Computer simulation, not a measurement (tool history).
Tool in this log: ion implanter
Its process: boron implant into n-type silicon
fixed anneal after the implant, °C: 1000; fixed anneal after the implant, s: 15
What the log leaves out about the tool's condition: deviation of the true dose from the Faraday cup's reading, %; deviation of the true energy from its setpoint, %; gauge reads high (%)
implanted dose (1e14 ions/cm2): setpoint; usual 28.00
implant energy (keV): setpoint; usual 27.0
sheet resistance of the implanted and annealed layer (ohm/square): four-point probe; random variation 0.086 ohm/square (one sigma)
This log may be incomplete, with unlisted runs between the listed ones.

| run | hour | implanted dose (1e14 ions/cm2) | implant energy (keV) | wafers since the last listed run | hours since the last dose calibration | hours since the extraction supply was calibrated | hours since the gauge calibration | read-back reference wafer on the same gauge, sheet resistance | sheet resistance of the implanted and annealed layer (ohm/square) |
|---|---|---|---|---|---|---|---|---|---|
| 1 | 0.0 | 31.74 | 27.0 | 0 | 1753.0 | 1520.0 | 2.9 | 63.20 | 54.05 |
| 2 | 15.7 | 31.74 | 27.0 | 381 | 1768.7 | 1535.7 | 18.6 | 63.20 | 54.13 |
| 3 | 42.4 | 31.74 | 27.0 | 649 | 1795.4 | 1562.4 | 45.3 | 63.19 | 54.18 |
| 4 | 76.0 | 28.00 | 27.0 | 816 | 1829.0 | 1596.0 | 78.9 | 63.21 | 56.61 |
| 5 | 96.0 | 28.00 | 27.0 | 486 | 1849.0 | 1616.0 | 98.9 | 63.21 | 56.74 |
| 6 | 114.8 | 28.00 | 27.0 | 456 | 1867.8 | 1634.8 | 117.7 | 63.21 | 56.69 |
| 7 | 133.4 | 30.38 | 27.0 | 452 | 1886.4 | 1653.4 | 136.3 | 63.21 | 54.84 |
| 8 | 167.3 | 28.00 | 27.0 | 824 | 1920.3 | 1687.3 | 170.2 | 63.21 | 56.63 |
| 9 | 187.3 | 28.00 | 27.0 | 486 | 1940.3 | 1707.3 | 190.2 | 63.22 | 56.69 |
| 10 | 213.6 | 28.00 | 27.0 | 639 | 1966.6 | 1733.6 | 216.5 | 63.20 | 56.54 |
| 11 | 248.5 | 28.00 | 27.0 | 848 | 2001.5 | 1768.5 | 251.4 | 63.21 | 56.68 |
| 12 | 267.9 | 28.00 | 27.0 | 471 | 2020.9 | 1787.9 | 270.8 | 63.20 | 56.47 |
| 13 | 290.2 | 21.86 | 27.0 | 542 | 2043.2 | 1810.2 | 293.1 | 63.21 | 63.57 |
| 14 | 323.3 | 35.68 | 23.5 | 804 | 2076.3 | 1843.3 | 326.2 | 63.22 | 55.40 |
|  | 333.3 | Faraday cup replaced and dose calibrated |
| 15 | 346.2 | 25.22 | 36.0 | 362 | 12.9 | 1866.2 | 349.1 | 63.21 | 58.43 |
|  | 356.2 | gauge calibrated |
|  | 358.8 | extraction supply calibrated |
| 16 | 379.5 | 36.30 | 20.5 | 614 | 46.2 | 20.7 | 23.3 | 63.20 | 60.40 |
| 17 | 412.4 | 31.26 | 27.0 | 799 | 79.1 | 53.6 | 56.2 | 63.20 | 56.40 |
| 18 | 444.0 | 28.00 | 27.0 | 768 | 110.7 | 85.2 | 87.8 | 63.20 | 59.21 |
|  | 474.3 | Faraday cup replaced and dose calibrated, repeated, since the last time left the tool worse |
| 19 | 474.8 | 25.45 | 34.5 | 554 | 0.5 | 116.0 | 118.6 | 63.21 | 56.27 |
| 20 | 508.1 | 28.00 | 27.0 | 809 | 33.8 | 149.3 | 151.9 | 63.20 | 57.26 |
| 21 | 534.2 | 28.00 | 27.0 | 634 | 59.9 | 175.4 | 178.0 | 63.20 | 57.22 |
| 22 | 550.5 | 25.73 | 34.0 | 396 | 76.2 | 191.7 | 194.3 | 63.20 | 56.27 |
| 23 | 578.6 | 33.08 | 22.5 | 683 | 104.3 | 219.8 | 222.4 | 63.21 | 58.17 |
| 24 | 590.8 | 34.12 | 19.5 | 296 | 116.5 | 232.0 | 234.6 | 63.18 | 61.82 |

Forecast each of these 5 alternatives for the next run:
| A | 591.2 | 28.00 | 27.0 | 9 | 116.9 | 232.4 | 235.0 | ? | ? |
| B | 591.2 | 21.50 | 33.0 | 9 | 116.9 | 232.4 | 235.0 | ? | ? |
| C | 591.2 | 35.72 | 27.0 | 9 | 116.9 | 232.4 | 235.0 | ? | ? |
| D | 591.2 | 22.64 | 27.0 | 9 | 116.9 | 232.4 | 235.0 | ? | ? |
| E | 591.2 | 22.55 | 20.0 | 9 | 116.9 | 232.4 | 235.0 | ? | ? |

| run | read-back reference wafer on the same gauge, sheet resistance | sheet resistance of the implanted and annealed layer (ohm/square) |
|---|---|---|
| A | 63.22 | 57.16 |
| B | 63.22 | 62.57 |
| C | 63.22 | 52.38 |
| D | 63.22 | 63.29 |
| E | 63.22 | 69.21 |
Take away the tool's hidden state, keep each run's random variation, and the runs would have read:
| run | sheet resistance of the implanted and annealed layer (ohm/square) |
|---|---|
| A | 57.16 |
| B | 62.56 |
| C | 52.38 |
| D | 63.28 |
| E | 69.20 |

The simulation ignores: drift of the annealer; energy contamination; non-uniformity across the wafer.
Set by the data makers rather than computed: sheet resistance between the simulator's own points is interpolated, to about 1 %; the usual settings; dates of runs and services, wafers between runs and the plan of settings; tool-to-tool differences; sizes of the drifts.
